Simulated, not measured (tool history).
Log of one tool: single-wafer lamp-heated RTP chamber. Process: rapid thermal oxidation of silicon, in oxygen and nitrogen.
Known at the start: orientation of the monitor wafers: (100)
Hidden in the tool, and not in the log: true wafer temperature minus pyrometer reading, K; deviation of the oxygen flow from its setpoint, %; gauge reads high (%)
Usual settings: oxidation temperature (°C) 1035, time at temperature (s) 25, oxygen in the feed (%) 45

| run | hour | oxidation temperature (°C) | time at temperature (s) | oxygen in the feed (%) | wafers since the last listed run | wafers since the last pyrometer calibration | hours since the oxygen flow controller was replaced | hours since the gauge calibration | read-back reference wafer on the same gauge, thickness | oxide thickness on the monitor wafer (angstrom) |
|---|---|---|---|---|---|---|---|---|---|---|
| 1 | 0.0 | 1035 | 25 | 45 | 0 | 2494 | 2390.6 | 265.6 | 3.912 | 43.49 |
|  | 58.2 | pyrometer window cleaned and pyrometer calibrated |
| 2 | 169.1 | 1035 | 25 | 45 | 1477 | 1017 | 2559.7 | 434.7 | 3.911 | 42.75 |
| 3 | 201.8 | 1035 | 25 | 45 | 299 | 1317 | 2592.4 | 467.4 | 3.910 | 43.12 |
| 4 | 348.6 | 1035 | 25 | 45 | 1346 | 2663 | 2739.2 | 614.2 | 3.909 | 43.30 |
|  | 404.3 | pyrometer window cleaned and pyrometer calibrated |
| 5 | 405.1 | 1035 | 25 | 45 | 444 | 7 | 2795.7 | 670.7 | 3.912 | 44.78 |
| 6 | 451.6 | 1035 | 25 | 45 | 426 | 433 | 2842.2 | 717.2 | 3.910 | 44.65 |
| 7 | 484.2 | 1035 | 25 | 45 | 298 | 732 | 2874.8 | 749.8 | 3.909 | 44.50 |
| 8 | 556.0 | 1047 | 25 | 45 | 658 | 1390 | 2946.6 | 821.6 | 3.910 | 48.33 |
|  | 611.9 | pyrometer window cleaned and pyrometer calibrated, repeated, since the last time left the tool worse |
| 9 | 620.9 | 1047 | 25 | 45 | 521 | 82 | 3011.5 | 886.5 | 3.909 | 45.70 |
|  | 678.2 | oxygen flow controller replaced |
| 10 | 678.7 | 1047 | 25 | 45 | 456 | 539 | 0.5 | 944.3 | 3.912 | 45.81 |
| 11 | 708.6 | 1048 | 25 | 45 | 274 | 813 | 30.4 | 974.2 | 3.910 | 46.27 |
| 12 | 780.3 | 1035 | 25 | 38 | 657 | 1470 | 102.1 | 1045.9 | 3.910 | 40.71 |
|  | 839.3 | gauge calibrated |
| 13 | 849.5 | 1035 | 25 | 38 | 634 | 2105 | 171.3 | 10.2 | 3.914 | 40.86 |
| 14 | 880.0 | 1035 | 25 | 45 | 279 | 2385 | 201.8 | 40.7 | 3.911 | 43.47 |
|  | 909.4 | pyrometer window cleaned and pyrometer calibrated |
| 15 | 919.3 | 1010 | 33 | 18 | 287 | 90 | 241.1 | 80.0 | 3.911 | 31.93 |

The next listed run, before its measurement:
| 16 | 972.4 | 1050 | 34 | 18 | 486 | 577 | 294.2 | 133.1 | ? | ? |

read-back reference wafer on the same gauge, thickness: 3.911
oxide thickness on the monitor wafer (angstrom): 39.73
Without the tool's hidden state the same run would have given oxide thickness on the monitor wafer (angstrom) 39.69.

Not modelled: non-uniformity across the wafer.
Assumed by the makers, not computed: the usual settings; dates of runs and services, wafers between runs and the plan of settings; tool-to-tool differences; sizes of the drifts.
